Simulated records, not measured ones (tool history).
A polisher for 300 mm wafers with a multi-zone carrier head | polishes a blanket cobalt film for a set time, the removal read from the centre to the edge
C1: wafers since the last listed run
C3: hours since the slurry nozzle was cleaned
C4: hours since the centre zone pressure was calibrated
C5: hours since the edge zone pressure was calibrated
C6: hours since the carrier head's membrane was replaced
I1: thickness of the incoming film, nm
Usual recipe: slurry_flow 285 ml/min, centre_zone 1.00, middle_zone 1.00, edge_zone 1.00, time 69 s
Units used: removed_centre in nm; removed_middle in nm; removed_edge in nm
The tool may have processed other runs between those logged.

Run 1, hour 0.0: usual settings but centre_zone 0.92; C1 0; wafers polished on this pad 1210; C3 312.2; C4 484.7; C5 953.9; C6 1566.4; I1 1348.0. Result: removed_centre 181.7 nm, removed_middle 176.7 nm, removed_edge 187.3 nm.
At hour 12.6: centre zone pressure recalibrated.
Run 2, hour 21.5: usual settings; C1 143; wafers polished on this pad 1354; C3 333.7; C4 8.9; C5 975.4; C6 1587.9; I1 1372.1. Result: removed_centre 180.6 nm, removed_middle 177.4 nm, removed_edge 183.3 nm.
At hour 28.4: edge zone pressure recalibrated.
At hour 30.6: worn pad replaced by a new one.
Run 3, hour 52.2: usual settings but time 86 s; C1 194; wafers polished on this pad 159; C3 364.4; C4 39.6; C5 23.8; C6 1618.6; I1 1346.6. Result: removed_centre 247.6 nm, removed_middle 237.3 nm, removed_edge 243.4 nm.
At hour 62.3: carrier head's membrane replaced by a new one.
Run 4, hour 80.2: usual settings but centre_zone 0.96; C1 169; wafers polished on this pad 328; C3 392.4; C4 67.6; C5 51.8; C6 17.9; I1 1371.8. Result: removed_centre 187.3 nm, removed_middle 185.2 nm, removed_edge 194.5 nm.
Run 5, hour 99.7: usual settings but centre_zone 0.96, middle_zone 1.10; C1 143; wafers polished on this pad 472; C3 411.9; C4 87.1; C5 71.3; C6 37.4; I1 1331.7. Result: removed_centre 185.1 nm, removed_middle 199.9 nm, removed_edge 190.8 nm.
Run 6, hour 135.5: usual settings; C1 264; wafers polished on this pad 736; C3 447.7; C4 122.9; C5 107.1; C6 73.2; I1 1366.6. Result: removed_centre 192.5 nm, removed_middle 182.8 nm, removed_edge 187.5 nm.
Run 7, hour 162.8: usual settings but slurry_flow 210 ml/min, middle_zone 0.96; C1 201; wafers polished on this pad 937; C3 475.0; C4 150.2; C5 134.4; C6 100.5; I1 1355.2. Result: removed_centre 186.5 nm, removed_middle 165.7 nm, removed_edge 183.5 nm.
Run 8, hour 188.5: usual settings but middle_zone 1.08; C1 189; wafers polished on this pad 1127; C3 500.7; C4 175.9; C5 160.1; C6 126.2; I1 1345.0. Result: removed_centre 192.8 nm, removed_middle 189.7 nm, removed_edge 188.8 nm.
Run 9, hour 212.0: usual settings; C1 173; wafers polished on this pad 1300; C3 524.2; C4 199.4; C5 183.6; C6 149.7; I1 1354.4. Result: removed_centre 194.6 nm, removed_middle 176.1 nm, removed_edge 189.9 nm.
Run 10, hour 246.2: usual settings but edge_zone 1.07; C1 252; wafers polished on this pad 1553; C3 558.4; C4 233.6; C5 217.8; C6 183.9; I1 1361.7. Result: removed_centre 192.4 nm, removed_middle 178.7 nm, removed_edge 193.1 nm.
At hour 266.7: slurry nozzle cleaned.
Run 11, hour 269.9: usual settings but slurry_flow 355 ml/min, centre_zone 0.96, middle_zone 0.93, time 89 s; C1 167; wafers polished on this pad 1720; C3 3.2; C4 257.3; C5 241.5; C6 207.6; I1 1380.1. Result: removed_centre 244.2 nm, removed_middle 216.7 nm, removed_edge 241.7 nm.
At hour 283.7: worn pad replaced by a new one.
Run 12, hour 298.7: usual settings but middle_zone 1.07; C1 182; wafers polished on this pad 110; C3 32.0; C4 286.1; C5 270.3; C6 236.4; I1 1364.5. Result: removed_centre 211.5 nm, removed_middle 204.5 nm, removed_edge 199.3 nm.
Run 13, hour 316.9: usual settings but middle_zone 1.06, time 58 s; C1 134; wafers polished on this pad 245; C3 50.2; C4 304.3; C5 288.5; C6 254.6; I1 1377.8. Result: removed_centre 174.0 nm, removed_middle 169.6 nm, removed_edge 166.6 nm.
Run 14, hour 340.4: usual settings; C1 173; wafers polished on this pad 418; C3 73.7; C4 327.8; C5 312.0; C6 278.1; I1 1352.3. Result: removed_centre 203.2 nm, removed_middle 185.5 nm, removed_edge 195.1 nm.
Run 15, hour 370.3: usual settings but slurry_flow 210 ml/min, middle_zone 0.96; C1 220; wafers polished on this pad 639; C3 103.6; C4 357.7; C5 341.9; C6 308.0; I1 1360.5. Result: removed_centre 193.7 nm, removed_middle 170.4 nm, removed_edge 186.6 nm.
Run 16, hour 382.5: usual settings; C1 89; wafers polished on this pad 728; C3 115.8; C4 369.9; C5 354.1; C6 320.2; I1 1337.1. Result: removed_centre 201.9 nm, removed_middle 179.8 nm, removed_edge 191.2 nm.
Run 17, hour 417.7: usual settings but middle_zone 0.97, time 84 s; C1 259; wafers polished on this pad 988; C3 151.0; C4 405.1; C5 389.3; C6 355.4; I1 1325.2. Result: removed_centre 241.2 nm, removed_middle 214.1 nm, removed_edge 231.7 nm.
At hour 435.0: centre zone pressure recalibrated.
Run 18, hour 441.9: usual settings; C1 163; wafers polished on this pad 1152; C3 175.2; C4 6.9; C5 413.5; C6 379.6; I1 1345.4. Result: removed_centre 185.5 nm, removed_middle 177.9 nm, removed_edge 190.6 nm.
At hour 501.3: worn pad replaced by a new one.
Run 19, hour 542.1: usual settings but middle_zone 1.05, edge_zone 0.93, time 78 s; C1 709; wafers polished on this pad 300; C3 275.4; C4 107.1; C5 513.7; C6 479.8; I1 1334.4. Result: removed_centre 227.6 nm, removed_middle 220.3 nm, removed_edge 214.6 nm.
Run 20, hour 569.2: usual settings but slurry_flow 315 ml/min, centre_zone 0.95, middle_zone 0.97, time 60 s; C1 199; wafers polished on this pad 500; C3 302.5; C4 134.2; C5 540.8; C6 506.9; I1 1337.3. Result: removed_centre 165.9 nm, removed_middle 159.8 nm, removed_edge 168.0 nm.
Run 21, hour 591.9: usual settings but slurry_flow 240 ml/min, centre_zone 1.06, middle_zone 1.04; C1 167; wafers polished on this pad 667; C3 325.2; C4 156.9; C5 563.5; C6 529.6; I1 1367.2. Result: removed_centre 207.8 nm, removed_middle 184.2 nm, removed_edge 188.3 nm.
Run 22, hour 621.0: usual settings; C1 214; wafers polished on this pad 882; C3 354.3; C4 186.0; C5 592.6; C6 558.7; I1 1338.2. Result: removed_centre 193.3 nm, removed_middle 179.7 nm, removed_edge 190.9 nm.
Run 23, hour 639.6: usual settings; C1 137; wafers polished on this pad 1019; C3 372.9; C4 204.6; C5 611.2; C6 577.3; I1 1327.2. Result: removed_centre 196.9 nm, removed_middle 183.4 nm, removed_edge 188.4 nm.

Alternative continuations, all from the tool just after run 23; predict every row:
Run A, hour 640.0: usual settings but centre_zone 1.09; C1 2; wafers polished on this pad 1022; C3 373.3; C4 205.0; C5 611.6; C6 577.7; I1 1322.7. Result: removed_centre ?, removed_middle ?, removed_edge ?.
Run B, hour 640.0: usual settings but centre_zone 1.12, edge_zone 0.93, time 81 s; C1 2; wafers polished on this pad 1022; C3 373.3; C4 205.0; C5 611.6; C6 577.7; I1 1322.7. Result: removed_centre ?, removed_middle ?, removed_edge ?.
Run C, hour 640.0: usual settings but centre_zone 1.08, middle_zone 0.93, edge_zone 0.95; C1 2; wafers polished on this pad 1022; C3 373.3; C4 205.0; C5 611.6; C6 577.7; I1 1322.7. Result: removed_centre ?, removed_middle ?, removed_edge ?.

run  removed_centre  removed_middle  removed_edge
  A           214.9           178.1         189.8
  B           259.3           209.1         215.3
  C           212.8           167.6         185.4
What these runs would have given with no unlogged condition in the tool:
run  removed_centre  removed_middle  removed_edge
  A           218.4           192.1         204.7
  B           263.4           225.5         232.2
  C           216.2           180.8         199.9
